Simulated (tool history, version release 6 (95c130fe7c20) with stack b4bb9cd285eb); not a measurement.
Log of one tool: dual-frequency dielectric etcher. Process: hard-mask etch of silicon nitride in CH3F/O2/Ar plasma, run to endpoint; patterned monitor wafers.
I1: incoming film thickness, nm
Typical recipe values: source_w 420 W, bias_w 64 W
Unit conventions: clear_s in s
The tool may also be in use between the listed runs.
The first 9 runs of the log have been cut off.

Run 10, hour 840.1: usual settings; I1 32.10. Result: clear_s 43.3 s.
Run 11, hour 890.8: usual settings; I1 32.29. Result: clear_s 43.6 s.
Run 12, hour 971.2: usual settings; I1 31.60. Result: clear_s 42.3 s.
At hour 1002.4: bias power generator calibrated.
Run 13, hour 1010.4: usual settings; I1 31.84. Result: clear_s 44.2 s.
Run 14, hour 1078.3: usual settings; I1 31.58. Result: clear_s 43.5 s.
At hour 1156.6: upper electrode replaced.
Run 15, hour 1167.7: usual settings but source_w 480 W; I1 32.21. Result: clear_s 42.9 s.
Run 16, hour 1263.3: usual settings but source_w 330 W; I1 31.76. Result: clear_s 45.6 s.
At hour 1327.0: wet clean of the chamber.
Run 17, hour 1362.8: usual settings; I1 32.30. Result: clear_s 44.2 s.
Run 18, hour 1658.8: usual settings; I1 32.36. Result: clear_s 44.2 s.

Run 19 comes next. What will it give?
Run 19, hour 1741.7: usual settings but source_w 520 W, bias_w 71 W; I1 31.69. Result: clear_s ?.

clear_s: 39.7 s
The same run, on a tool lacking any hidden state, would have yielded clear_s 39.8 s.
